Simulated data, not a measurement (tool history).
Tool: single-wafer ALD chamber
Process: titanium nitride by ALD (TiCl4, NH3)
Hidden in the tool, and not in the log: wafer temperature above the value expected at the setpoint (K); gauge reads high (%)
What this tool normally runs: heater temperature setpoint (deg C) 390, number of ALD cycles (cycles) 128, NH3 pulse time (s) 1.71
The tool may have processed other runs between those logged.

| run | hour | heater temperature setpoint (deg C) | number of ALD cycles (cycles) | NH3 pulse time (s) | wafers since the last listed run | hours since the last thermocouple change | hours since the showerhead was replaced | hours since the gauge calibration | read-back reference wafer on the same gauge, thickness_nm | mean film thickness on the monitor wafer (Å) |
|---|---|---|---|---|---|---|---|---|---|---|
| 1 | 0 | 390 | 128 | 2.26 | 0 | 1892 | 3240 | 268.1 | 2.509 | 28.93 |
| 2 | 32.1 | 390 | 128 | 2.26 | 91 | 1924.1 | 3272.1 | 300.2 | 2.508 | 28.77 |
| 3 | 44.6 | 390 | 128 | 1.71 | 35 | 1936.6 | 3284.6 | 312.7 | 2.51 | 28.37 |
| 4 | 61 | 390 | 128 | 2.23 | 46 | 1953 | 3301 | 329.1 | 2.511 | 28.97 |
| 5 | 76 | 390 | 128 | 2.23 | 42 | 1968 | 3316 | 344.1 | 2.512 | 28.78 |
| 6 | 88.1 | 390 | 128 | 2.23 | 34 | 1980.1 | 3328.1 | 356.2 | 2.509 | 28.84 |
| 7 | 99.9 | 387 | 128 | 1.71 | 33 | 1991.9 | 3339.9 | 368 | 2.515 | 28.25 |
| 8 | 111.2 | 390 | 128 | 1.71 | 32 | 2003.2 | 3351.2 | 379.3 | 2.514 | 28.43 |
| 9 | 117.7 | 390 | 128 | 1.71 | 18 | 2009.7 | 3357.7 | 385.8 | 2.513 | 28.35 |
| 10 | 135.6 | 390 | 128 | 1.71 | 51 | 2027.6 | 3375.6 | 403.7 | 2.515 | 28.31 |
| 11 | 152.6 | 390 | 128 | 1.71 | 48 | 2044.6 | 3392.6 | 420.7 | 2.514 | 28.42 |
| 12 | 162 | 390 | 128 | 1.71 | 26 | 2054 | 3402 | 430.1 | 2.513 | 28.36 |
| 13 | 179.3 | 390 | 128 | 2.15 | 49 | 2071.3 | 3419.3 | 447.4 | 2.512 | 28.74 |
| 14 | 186.7 | 390 | 128 | 2.15 | 21 | 2078.7 | 3426.7 | 454.8 | 2.514 | 28.82 |
| 15 | 204.4 | 390 | 148 | 1.71 | 50 | 2096.4 | 3444.4 | 472.5 | 2.513 | 32.73 |
| 16 | 211.7 | 390 | 115 | 1.71 | 20 | 2103.7 | 3451.7 | 479.8 | 2.515 | 25.56 |
| 17 | 229 | 390 | 115 | 1.71 | 49 | 2121 | 3469 | 497.1 | 2.514 | 25.64 |
| 18 | 245.3 | 390 | 128 | 1.31 | 46 | 2137.3 | 3485.3 | 513.4 | 2.515 | 27.57 |
| 19 | 254.7 | 390 | 115 | 1.71 | 26 | 2146.7 | 3494.7 | 522.8 | 2.515 | 25.42 |
| 20 | 269.3 | 390 | 115 | 1.08 | 41 | 2161.3 | 3509.3 | 537.4 | 2.516 | 24.06 |
| 21 | 286.9 | 402 | 128 | 1.71 | 50 | 2178.9 | 3526.9 | 555 | 2.513 | 28.81 |
| 22 | 295.2 | 401 | 116 | 1.17 | 23 | 2187.2 | 3535.2 | 563.3 | 2.516 | 25.03 |
|  | 299.5 | gauge calibrated |
| 23 | 303.1 | 398 | 145 | 1.91 | 22 | 2195.1 | 3543.1 | 3.6 | 2.488 | 32.36 |
|  | 349.4 | showerhead replaced |
| 24 | 349.9 | 375 | 120 | 2.24 | 110 | 2241.9 | 0.5 | 50.4 | 2.495 | 26.54 |
| 25 | 350.5 | 390 | 128 | 1.71 | 1 | 2242.5 | 1.1 | 51 | 2.495 | 28.19 |
| 26 | 358 | 399 | 110 | 1.9 | 21 | 2250 | 8.6 | 58.5 | 2.495 | 24.67 |
|  | 376.7 | thermocouple changed; heater temperature recalibrated |
| 27 | 377.2 | 390 | 128 | 1.99 | 31 | 0.5 | 27.8 | 77.7 | 2.497 | 28.56 |
| 28 | 377.8 | 402 | 128 | 1.71 | 1 | 1.1 | 28.4 | 78.3 | 2.497 | 28.42 |
| 29 | 390 | 380 | 128 | 1.71 | 34 | 13.3 | 40.6 | 90.5 | 2.496 | 27.87 |
| 30 | 406.3 | 390 | 128 | 1.03 | 46 | 29.6 | 56.9 | 106.8 | 2.499 | 26.37 |
| 31 | 412.7 | 382 | 109 | 2.39 | 18 | 36 | 63.3 | 113.2 | 2.498 | 24.42 |
| 32 | 428.3 | 378 | 107 | 1.07 | 44 | 51.6 | 78.9 | 128.8 | 2.501 | 21.51 |
| 33 | 437.3 | 383 | 128 | 2.04 | 25 | 60.6 | 87.9 | 137.8 | 2.501 | 28.34 |
| 34 | 443.8 | 397 | 107 | 1.45 | 18 | 67.1 | 94.4 | 144.3 | 2.501 | 23.41 |
| 35 | 452.9 | 403 | 143 | 1.93 | 25 | 76.2 | 103.5 | 153.4 | 2.502 | 32.14 |
| 36 | 471.8 | 382 | 128 | 1.71 | 53 | 95.1 | 122.4 | 172.3 | 2.504 | 27.83 |
| 37 | 484.4 | 376 | 147 | 2.08 | 35 | 107.7 | 135 | 184.9 | 2.501 | 32.47 |
| 38 | 493.6 | 377 | 128 | 1.35 | 26 | 116.9 | 144.2 | 194.1 | 2.506 | 27.12 |
| 39 | 510.6 | 390 | 128 | 1.71 | 48 | 133.9 | 161.2 | 211.1 | 2.505 | 28.3 |
| 40 | 521.9 | 381 | 141 | 1.48 | 32 | 145.2 | 172.5 | 222.4 | 2.507 | 30.21 |

Each row is a separate what-if for the run after 40, all from the same tool condition, not one after another. Results?
| A | 522.6 | 390 | 128 | 1.71 | 1 | 145.9 | 173.2 | 223.1 | ? | ? |
| B | 522.6 | 398 | 120 | 1.71 | 1 | 145.9 | 173.2 | 223.1 | ? | ? |
| C | 522.6 | 376 | 145 | 2.13 | 1 | 145.9 | 173.2 | 223.1 | ? | ? |
| D | 522.6 | 404 | 143 | 1.48 | 1 | 145.9 | 173.2 | 223.1 | ? | ? |

| run | read-back reference wafer on the same gauge, thickness_nm | mean film thickness on the monitor wafer (Å) |
|---|---|---|
| A | 2.507 | 28.42 |
| B | 2.507 | 26.9 |
| C | 2.507 | 32.27 |
| D | 2.507 | 31.85 |
Had the tool no hidden state, the same runs would have come out as:
| run | mean film thickness on the monitor wafer (Å) |
|---|---|
| A | 28.24 |
| B | 26.72 |
| C | 32.06 |
| D | 31.64 |
